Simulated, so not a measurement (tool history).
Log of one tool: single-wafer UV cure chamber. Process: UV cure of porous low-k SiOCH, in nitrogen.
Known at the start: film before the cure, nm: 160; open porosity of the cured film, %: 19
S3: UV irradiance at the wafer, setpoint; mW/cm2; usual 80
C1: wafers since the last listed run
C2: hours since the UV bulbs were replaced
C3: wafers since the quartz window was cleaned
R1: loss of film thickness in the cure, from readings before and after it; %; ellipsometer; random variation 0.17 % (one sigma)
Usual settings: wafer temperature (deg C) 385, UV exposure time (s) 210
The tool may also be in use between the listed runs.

{"run": 1, "hour": 0.0, "wafer temperature (deg C)": 385, "UV exposure time (s)": 210, "S3": 80, "C1": 0, "C2": 2018.3, "C3": 2824, "R1": 11.047}
{"run": 2, "hour": 12.5, "wafer temperature (deg C)": 385, "UV exposure time (s)": 210, "S3": 80, "C1": 100, "C2": 2030.8, "C3": 2924, "R1": 10.744}
{"run": 3, "hour": 20.1, "wafer temperature (deg C)": 385, "UV exposure time (s)": 210, "S3": 80, "C1": 61, "C2": 2038.4, "C3": 2986, "R1": 10.786}
{"run": 4, "hour": 34.2, "wafer temperature (deg C)": 385, "UV exposure time (s)": 250, "S3": 80, "C1": 113, "C2": 2052.5, "C3": 3099, "R1": 11.687}
{"run": 5, "hour": 41.7, "wafer temperature (deg C)": 385, "UV exposure time (s)": 250, "S3": 80, "C1": 60, "C2": 2060.0, "C3": 3159, "R1": 11.516}
{"run": 6, "hour": 58.8, "wafer temperature (deg C)": 385, "UV exposure time (s)": 250, "S3": 80, "C1": 137, "C2": 2077.1, "C3": 3297, "R1": 11.534}
{"run": 7, "hour": 85.4, "wafer temperature (deg C)": 385, "UV exposure time (s)": 210, "S3": 80, "C1": 214, "C2": 2103.7, "C3": 3511, "R1": 10.768}
{"run": 8, "hour": 101.0, "wafer temperature (deg C)": 385, "UV exposure time (s)": 210, "S3": 80, "C1": 125, "C2": 2119.3, "C3": 3637, "R1": 10.762}
{"run": 9, "hour": 108.7, "wafer temperature (deg C)": 385, "UV exposure time (s)": 210, "S3": 80, "C1": 61, "C2": 2127.0, "C3": 3699, "R1": 10.58}
{"run": 10, "hour": 117.5, "wafer temperature (deg C)": 385, "UV exposure time (s)": 210, "S3": 80, "C1": 70, "C2": 2135.8, "C3": 3770, "R1": 10.547}
{"run": 11, "hour": 131.8, "wafer temperature (deg C)": 385, "UV exposure time (s)": 210, "S3": 80, "C1": 115, "C2": 2150.1, "C3": 3885, "R1": 10.668}
{"run": 12, "hour": 142.0, "wafer temperature (deg C)": 385, "UV exposure time (s)": 210, "S3": 80, "C1": 82, "C2": 2160.3, "C3": 3967, "R1": 10.433}
{"run": 13, "hour": 149.3, "wafer temperature (deg C)": 385, "UV exposure time (s)": 210, "S3": 80, "C1": 58, "C2": 2167.6, "C3": 4026, "R1": 10.566}
{"hour": 170.9, "done": "quartz window cleaned"}
{"run": 14, "hour": 171.4, "wafer temperature (deg C)": 385, "UV exposure time (s)": 210, "S3": 80, "C1": 113, "C2": 2189.7, "C3": 3, "R1": 11.537}
{"run": 15, "hour": 181.3, "wafer temperature (deg C)": 385, "UV exposure time (s)": 210, "S3": 80, "C1": 79, "C2": 2199.6, "C3": 83, "R1": 10.993}
{"run": 16, "hour": 198.9, "wafer temperature (deg C)": 385, "UV exposure time (s)": 210, "S3": 80, "C1": 141, "C2": 2217.2, "C3": 225, "R1": 11.47}
{"run": 17, "hour": 213.5, "wafer temperature (deg C)": 385, "UV exposure time (s)": 210, "S3": 58, "C1": 117, "C2": 2231.8, "C3": 342, "R1": 9.641}
{"run": 18, "hour": 220.2, "wafer temperature (deg C)": 378, "UV exposure time (s)": 175, "S3": 80, "C1": 53, "C2": 2238.5, "C3": 396, "R1": 10.429}
{"run": 19, "hour": 235.1, "wafer temperature (deg C)": 378, "UV exposure time (s)": 175, "S3": 80, "C1": 119, "C2": 2253.4, "C3": 516, "R1": 10.098}
{"run": 20, "hour": 244.3, "wafer temperature (deg C)": 385, "UV exposure time (s)": 210, "S3": 80, "C1": 74, "C2": 2262.6, "C3": 590, "R1": 11.344}
{"run": 21, "hour": 259.3, "wafer temperature (deg C)": 385, "UV exposure time (s)": 210, "S3": 80, "C1": 120, "C2": 2277.6, "C3": 711, "R1": 11.384}
{"run": 22, "hour": 269.8, "wafer temperature (deg C)": 393, "UV exposure time (s)": 250, "S3": 56, "C1": 84, "C2": 2288.1, "C3": 796, "R1": 10.426}
{"run": 23, "hour": 285.6, "wafer temperature (deg C)": 385, "UV exposure time (s)": 265, "S3": 80, "C1": 127, "C2": 2303.9, "C3": 923, "R1": 12.651}
{"run": 24, "hour": 295.8, "wafer temperature (deg C)": 385, "UV exposure time (s)": 210, "S3": 80, "C1": 82, "C2": 2314.1, "C3": 1005, "R1": 11.575}
{"run": 25, "hour": 306.3, "wafer temperature (deg C)": 376, "UV exposure time (s)": 250, "S3": 98, "C1": 84, "C2": 2324.6, "C3": 1089, "R1": 12.716}
{"run": 26, "hour": 321.1, "wafer temperature (deg C)": 385, "UV exposure time (s)": 320, "S3": 48, "C1": 119, "C2": 2339.4, "C3": 1209, "R1": 10.718}
{"hour": 338.1, "done": "UV bulbs replaced"}
{"run": 27, "hour": 338.6, "wafer temperature (deg C)": 401, "UV exposure time (s)": 285, "S3": 80, "C1": 76, "C2": 0.5, "C3": 1285, "R1": 13.141}
{"run": 28, "hour": 352.4, "wafer temperature (deg C)": 385, "UV exposure time (s)": 210, "S3": 80, "C1": 111, "C2": 14.3, "C3": 1396, "R1": 10.988}
{"run": 29, "hour": 379.3, "wafer temperature (deg C)": 404, "UV exposure time (s)": 120, "S3": 43, "C1": 216, "C2": 41.2, "C3": 1613, "R1": 6.479}
{"run": 30, "hour": 392.2, "wafer temperature (deg C)": 366, "UV exposure time (s)": 95, "S3": 115, "C1": 103, "C2": 54.1, "C3": 1717, "R1": 8.871}
{"run": 31, "hour": 409.3, "wafer temperature (deg C)": 385, "UV exposure time (s)": 210, "S3": 80, "C1": 137, "C2": 71.2, "C3": 1854, "R1": 11.205}
{"run": 32, "hour": 418.9, "wafer temperature (deg C)": 385, "UV exposure time (s)": 210, "S3": 80, "C1": 77, "C2": 80.8, "C3": 1932, "R1": 11.079}
{"run": 33, "hour": 430.1, "wafer temperature (deg C)": 385, "UV exposure time (s)": 210, "S3": 80, "C1": 90, "C2": 92.0, "C3": 2022, "R1": 11.204}
{"run": 34, "hour": 438.1, "wafer temperature (deg C)": 369, "UV exposure time (s)": 250, "S3": 80, "C1": 64, "C2": 100.0, "C3": 2086, "R1": 11.624}
{"run": 35, "hour": 445.5, "wafer temperature (deg C)": 385, "UV exposure time (s)": 250, "S3": 80, "C1": 59, "C2": 107.4, "C3": 2146, "R1": 11.459}
{"run": 36, "hour": 463.4, "wafer temperature (deg C)": 385, "UV exposure time (s)": 125, "S3": 108, "C1": 144, "C2": 125.3, "C3": 2290, "R1": 10.146}
{"run": 37, "hour": 477.3, "wafer temperature (deg C)": 398, "UV exposure time (s)": 260, "S3": 52, "C1": 111, "C2": 139.2, "C3": 2402, "R1": 10.579}
{"run": 38, "hour": 486.3, "wafer temperature (deg C)": 367, "UV exposure time (s)": 335, "S3": 112, "C1": 72, "C2": 148.2, "C3": 2474, "R1": 14.722}
{"run": 39, "hour": 498.3, "wafer temperature (deg C)": 373, "UV exposure time (s)": 280, "S3": 41, "C1": 96, "C2": 160.2, "C3": 2571, "R1": 9.058}

The same runs without the tool's hidden state, with the same run-to-run variation:
The hidden state here: lamp output below its setpoint, %; transmission lost against a clean window, %.
run=1 R1=11.454
run=2 R1=11.171
run=3 R1=11.234
run=4 R1=12.187
run=5 R1=12.030
run=6 R1=12.100
run=7 R1=11.408
run=8 R1=11.455
run=9 R1=11.288
run=10 R1=11.284
run=11 R1=11.467
run=12 R1=11.253
run=13 R1=11.425
run=14 R1=11.589
run=15 R1=11.043
run=16 R1=11.524
run=17 R1=9.694
run=18 R1=10.487
run=19 R1=10.158
run=20 R1=11.412
run=21 R1=11.460
run=22 R1=10.505
run=23 R1=12.748
run=24 R1=11.678
run=25 R1=12.828
run=26 R1=10.839
run=27 R1=13.290
run=28 R1=11.142
run=29 R1=6.645
run=30 R1=9.069
run=31 R1=11.442
run=32 R1=11.329
run=33 R1=11.475
run=34 R1=11.911
run=35 R1=11.750
run=36 R1=10.472
run=37 R1=10.942
run=38 R1=15.134
run=39 R1=9.444
